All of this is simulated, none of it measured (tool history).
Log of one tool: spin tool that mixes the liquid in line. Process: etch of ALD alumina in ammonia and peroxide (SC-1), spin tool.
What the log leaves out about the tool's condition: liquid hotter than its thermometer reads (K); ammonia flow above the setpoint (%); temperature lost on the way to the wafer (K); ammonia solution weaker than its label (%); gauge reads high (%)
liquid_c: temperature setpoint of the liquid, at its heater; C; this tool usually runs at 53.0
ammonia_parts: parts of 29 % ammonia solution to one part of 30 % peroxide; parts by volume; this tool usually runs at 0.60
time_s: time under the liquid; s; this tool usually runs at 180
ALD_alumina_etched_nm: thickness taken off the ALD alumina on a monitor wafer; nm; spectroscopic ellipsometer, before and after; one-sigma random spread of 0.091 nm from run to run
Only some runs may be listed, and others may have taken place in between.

run    hour  liquid_c  ammonia_parts  time_s  wafers since the last listed run  hours since the thermometer was replaced  hours since the ammonia flow meter was replaced  hours since the heated supply line was repaired  hours since the drum of ammonia solution was connected  hours since the gauge calibration  read-back film thickness of the ALD alumina reference wafer, read on the same gauge (nm)  ALD_alumina_etched_nm
  1     0.0      53.0           0.60     180                                 0                                     593.7                                            445.7                                            546.3                                                   408.2                             1428.1                                                                                     70.02                   8.74
       16.9  -- gauge calibrated
  2    44.0      53.0           0.60     180                               199                                     637.7                                            489.7                                            590.3                                                   452.2                               27.1                                                                                     69.99                   8.81
       54.0  -- new drum of ammonia solution connected
  3   103.4      50.5           0.60     180                               265                                     697.1                                            549.1                                            649.7                                                    49.4                               86.5                                                                                     70.00                   7.49
  4   177.5      50.5           0.60     180                               336                                     771.2                                            623.2                                            723.8                                                   123.5                              160.6                                                                                     70.02                   7.64
  5   208.4      50.5           0.60     180                               140                                     802.1                                            654.1                                            754.7                                                   154.4                              191.5                                                                                     70.03                   7.51
  6   255.4      55.5           0.60     180                               213                                     849.1                                            701.1                                            801.7                                                   201.4                              238.5                                                                                     69.98                   9.80
  7   281.6      62.0           0.85     120                               119                                     875.3                                            727.3                                            827.9                                                   227.6                              264.7                                                                                     70.02                   9.42
  8   316.6      62.5           0.50     180                               159                                     910.3                                            762.3                                            862.9                                                   262.6                              299.7                                                                                     70.00                  13.95
      366.8  -- heated supply line repaired
  9   370.1      46.5           0.60     180                               238                                     963.8                                            815.8                                              3.3                                                   316.1                              353.2                                                                                     70.04                   6.60
      382.5  -- ammonia flow meter replaced
 10   402.9      53.0           0.60     180                               144                                     996.6                                             20.4                                             36.1                                                   348.9                              386.0                                                                                     69.99                   9.30
 11   470.7      62.0           0.85     120                               308                                    1064.4                                             88.2                                            103.9                                                   416.7                              453.8                                                                                     70.01                  10.10
      510.3  -- new drum of ammonia solution connected
 12   536.2      53.0           0.60     180                               293                                    1129.9                                            153.7                                            169.4                                                    25.9                              519.3                                                                                     70.00                   9.20
 13   596.3      61.0           0.60     180                               273                                    1190.0                                            213.8                                            229.5                                                    86.0                              579.4                                                                                     69.99                  14.12
 14   640.1      53.0           0.60     180                               198                                    1233.8                                            257.6                                            273.3                                                   129.8                              623.2                                                                                     69.99                   9.00
      689.5  -- thermometer replaced
 15   707.1      57.0           0.60     180                               299                                      17.6                                            324.6                                            340.3                                                   196.8                              690.2                                                                                     69.98                  10.89
 16   740.6      53.0           0.85     275                               152                                      51.1                                            358.1                                            373.8                                                   230.3                              723.7                                                                                     69.98                  14.15
 17   782.3      53.0           0.30     285                               189                                      92.8                                            399.8                                            415.5                                                   272.0                              765.4                                                                                     70.01                  13.13
 18   837.7      60.5           0.35     245                               251                                     148.2                                            455.2                                            470.9                                                   327.4                              820.8                                                                                     70.01                  17.10
 19   873.9      53.0           0.90     115                               164                                     184.4                                            491.4                                            507.1                                                   363.6                              857.0                                                                                     70.01                   5.88
 20   936.0      62.5           0.50     210                               282                                     246.5                                            553.5                                            569.2                                                   425.7                              919.1                                                                                     69.98                  16.84
      974.1  -- new drum of ammonia solution connected
 21   987.8      53.0           0.40     180                               230                                     298.3                                            605.3                                            621.0                                                    13.7                              970.9                                                                                     69.99                   8.30
 22  1018.6      53.0           0.60     180                               139                                     329.1                                            636.1                                            651.8                                                    44.5                             1001.7                                                                                     70.01                   8.74
 23  1084.9      53.0           0.80     180                               301                                     395.4                                            702.4                                            718.1                                                   110.8                             1068.0                                                                                     69.99                   8.80
 24  1111.9      53.0           0.80     270                               122                                     422.4                                            729.4                                            745.1                                                   137.8                             1095.0                                                                                     70.00                  13.38
     1140.4  -- heated supply line repaired
 25  1152.6      59.5           0.35      70                               180                                     463.1                                            770.1                                             12.2                                                   178.5                             1135.7                                                                                     69.99                   4.73
 26  1190.1      53.0           0.85     265                               170                                     500.6                                            807.6                                             49.7                                                   216.0                             1173.2                                                                                     70.00                  14.10

Consider 3 possible next runs. They are alternatives, not a sequence: every one starts from the tool as it was left by run 26. What does each give?
  A  1190.6      53.0           0.60     180                                 2                                     501.1                                            808.1                                             50.2                                                   216.5                             1173.7                                                                                         ?                      ?
  B  1190.6      53.0           0.70     270                                 2                                     501.1                                            808.1                                             50.2                                                   216.5                             1173.7                                                                                         ?                      ?
  C  1190.6      60.5           0.50     180                                 2                                     501.1                                            808.1                                             50.2                                                   216.5                             1173.7                                                                                         ?                      ?

run  read-back film thickness of the ALD alumina reference wafer, read on the same gauge (nm)  ALD_alumina_etched_nm
  A                                                                                     70.00                   9.11
  B                                                                                     70.00                  13.86
  C                                                                                     70.00                  13.28
Without the tool's hidden state the same runs would have given:
run  ALD_alumina_etched_nm
  A                   9.25
  B                  14.08
  C                  13.48

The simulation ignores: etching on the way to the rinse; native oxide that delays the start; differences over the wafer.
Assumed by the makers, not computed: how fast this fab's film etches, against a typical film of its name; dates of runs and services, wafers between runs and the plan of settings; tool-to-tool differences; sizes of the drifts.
